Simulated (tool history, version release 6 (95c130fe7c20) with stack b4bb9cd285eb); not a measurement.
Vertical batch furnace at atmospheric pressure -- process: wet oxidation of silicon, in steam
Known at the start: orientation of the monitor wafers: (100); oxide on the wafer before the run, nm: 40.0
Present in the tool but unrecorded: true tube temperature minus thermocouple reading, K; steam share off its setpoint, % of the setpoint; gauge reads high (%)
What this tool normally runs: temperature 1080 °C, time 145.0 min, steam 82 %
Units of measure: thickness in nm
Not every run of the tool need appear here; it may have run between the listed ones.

run,hour,temperature,time,steam,wafers since the last listed run,hours since the last temperature calibration,hours since the steam generator was serviced,hours since the gauge calibration,"read-back reference wafer on the same gauge, thickness",thickness
1,0.0,1080,145.0,82,0,4054.5,3749.6,295.7,1118.66,983.50
2,22.7,1080,145.0,82,219,4077.2,3772.3,318.4,1117.23,997.57
3,56.7,1080,145.0,82,328,4111.2,3806.3,352.4,1116.99,992.61
4,77.1,1080,145.0,82,196,4131.6,3826.7,372.8,1116.48,996.26
5,94.6,1080,145.0,82,168,4149.1,3844.2,390.3,1117.50,985.87
6,113.6,1080,145.0,82,183,4168.1,3863.2,409.3,1114.85,992.64
7,131.8,1080,145.0,82,175,4186.3,3881.4,427.5,1115.73,997.31
8,146.7,1080,145.0,87,143,4201.2,3896.3,442.4,1116.20,1020.32
9,160.6,1080,145.0,87,134,4215.1,3910.2,456.3,1116.16,1026.27
10,183.5,1080,145.0,90,221,4238.0,3933.1,479.2,1116.53,1036.39
11,213.1,1080,178.0,82,285,4267.6,3962.7,508.8,1117.51,1103.56
# hour 219.1: gauge calibrated
12,233.9,1056,179.5,72,200,4288.4,3983.5,14.8,1115.08,951.72
# hour 269.9: thermocouples replaced and temperature profile calibrated
13,270.4,1056,145.0,78,120,0.5,4020.0,51.3,1116.74,882.51
14,298.8,1080,145.0,82,274,28.9,4048.4,79.7,1114.63,992.20
15,333.1,1057,145.0,87,331,63.2,4082.7,114.0,1114.75,942.90
16,364.9,1080,145.0,82,307,95.0,4114.5,145.8,1117.11,991.98
17,386.7,1071,126.0,82,210,116.8,4136.3,167.6,1114.21,885.27
# hour 415.7: steam generator serviced
18,416.2,1068,145.0,82,53,146.3,0.5,197.1,1117.14,941.85
19,436.5,1088,214.0,76,196,166.6,20.8,217.4,1116.77,1220.56
20,462.7,1080,145.0,82,253,192.8,47.0,243.6,1116.49,991.41
21,497.0,1096,123.0,91,331,227.1,81.3,277.9,1115.33,1014.72
22,521.7,1080,145.0,82,238,251.8,106.0,302.6,1116.16,984.12

What if the next run were any one of these 4? Each begins from the tool's condition after run 22:
A,527.2,1080,100.5,82,53,257.3,111.5,308.1,?,?
B,527.2,1060,145.0,93,53,257.3,111.5,308.1,?,?
C,527.2,1063,187.5,78,53,257.3,111.5,308.1,?,?
D,527.2,1088,184.0,92,53,257.3,111.5,308.1,?,?

run,"read-back reference wafer on the same gauge, thickness",thickness
A,1116.02,810.76
B,1116.02,983.99
C,1116.02,1041.53
D,1116.02,1234.31
Had the tool no hidden state, the same runs would have come out as:
run,thickness
A,810.76
B,983.99
C,1041.53
D,1234.31

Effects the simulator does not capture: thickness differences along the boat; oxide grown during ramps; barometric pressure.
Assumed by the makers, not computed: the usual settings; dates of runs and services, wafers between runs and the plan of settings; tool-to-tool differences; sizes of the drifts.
